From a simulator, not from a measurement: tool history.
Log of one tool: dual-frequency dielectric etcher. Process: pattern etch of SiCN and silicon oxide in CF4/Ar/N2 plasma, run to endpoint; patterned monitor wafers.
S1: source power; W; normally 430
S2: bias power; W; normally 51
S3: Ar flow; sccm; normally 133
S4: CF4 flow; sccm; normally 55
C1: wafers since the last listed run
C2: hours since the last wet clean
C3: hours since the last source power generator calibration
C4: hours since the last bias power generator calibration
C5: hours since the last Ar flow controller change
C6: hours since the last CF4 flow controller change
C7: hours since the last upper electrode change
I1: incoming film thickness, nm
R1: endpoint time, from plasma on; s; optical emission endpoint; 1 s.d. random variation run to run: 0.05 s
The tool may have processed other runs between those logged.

run,hour,S1,S2,S3,S4,C1,C2,C3,C4,C5,C6,C7,I1,R1
1,0.0,460,51,133,55,0,313.5,4900.7,2675.4,2623.8,2359.5,4481.2,8.89,12.6
2,6.0,430,51,133,55,91,319.5,4906.7,2681.4,2629.8,2365.5,4487.2,8.83,13.4
# hour 30.5: bias power generator calibrated
# hour 36.0: upper electrode replaced
3,36.5,430,51,133,55,319,350.0,4937.2,6.0,2660.3,2396.0,0.5,8.91,13.6
4,36.9,430,51,133,55,6,350.4,4937.6,6.4,2660.7,2396.4,0.9,8.95,13.8
5,44.2,430,51,133,55,111,357.7,4944.9,13.7,2668.0,2403.7,8.2,8.99,13.8
6,51.7,430,51,133,55,114,365.2,4952.4,21.2,2675.5,2411.2,15.7,8.91,13.6
# hour 67.0: CF4 flow controller replaced
7,67.5,430,51,133,55,149,381.0,4968.2,37.0,2691.3,0.5,31.5,8.91,13.6
8,76.4,430,51,133,55,135,389.9,4977.1,45.9,2700.2,9.4,40.4,8.89,13.6
# hour 105.2: source power generator calibrated
# hour 109.8: wet clean of the chamber
9,110.3,530,57,133,55,385,0.5,5.1,79.8,2734.1,43.3,74.3,8.88,10.3
10,110.6,430,51,133,49,4,0.8,5.4,80.1,2734.4,43.6,74.6,8.91,13.6
11,115.1,430,41,133,48,68,5.3,9.9,84.6,2738.9,48.1,79.1,8.90,15.0
12,126.8,430,51,133,55,178,17.0,21.6,96.3,2750.6,59.8,90.8,8.89,13.3
13,134.8,430,47,133,55,122,25.0,29.6,104.3,2758.6,67.8,98.8,8.89,13.6
14,145.6,530,51,133,55,164,35.8,40.4,115.1,2769.4,78.6,109.6,8.88,10.6
15,155.4,430,51,110,55,149,45.6,50.2,124.9,2779.2,88.4,119.4,8.97,12.9
# hour 163.9: Ar flow controller replaced
16,173.2,430,51,106,55,179,63.4,68.0,142.7,9.3,106.2,137.2,9.03,12.9
17,180.1,460,59,149,67,105,70.3,74.9,149.6,16.2,113.1,144.1,8.94,11.7
18,189.1,430,51,101,55,137,79.3,83.9,158.6,25.2,122.1,153.1,8.92,12.7
19,204.8,430,51,159,55,239,95.0,99.6,174.3,40.9,137.8,168.8,8.85,13.9
20,220.2,430,51,133,55,234,110.4,115.0,189.7,56.3,153.2,184.2,8.89,13.4
21,232.4,360,51,119,55,186,122.6,127.2,201.9,68.5,165.4,196.4,8.87,15.9
22,250.1,490,51,102,55,269,140.3,144.9,219.6,86.2,183.1,214.1,8.92,11.2
23,256.6,330,39,133,49,99,146.8,151.4,226.1,92.7,189.6,220.6,8.82,20.2
24,265.6,430,43,122,60,137,155.8,160.4,235.1,101.7,198.6,229.6,8.91,13.8

Take each entry between the runs: how does the hidden state at the last listed run before it differ from the hidden state at the first listed run after it?
Run 2 -> run 3: bias power generator calibrated (hour 30.5); upper electrode replaced (hour 36.0)
  etch rate over this chamber's usual, %: -2.44 -> -2.73
  measured less the result without the state, R1: +0.3 -> +0.4 s
Run 6 -> run 7: CF4 flow controller replaced (hour 67.0)
  etch rate over this chamber's usual, %: -2.87 -> -3.02
  measured less the result without the state, R1: +0.4 -> +0.4 s
Run 8 -> run 9: source power generator calibrated (hour 105.2); wet clean of the chamber (hour 109.8)
  etch rate over this chamber's usual, %: -3.1 -> -0.446
  measured less the result without the state, R1: +0.4 -> +0.1 s
Run 15 -> run 16: Ar flow controller replaced (hour 163.9)
  etch rate over this chamber's usual, %: -0.867 -> -1.03
  measured less the result without the state, R1: +0.1 -> +0.1 s
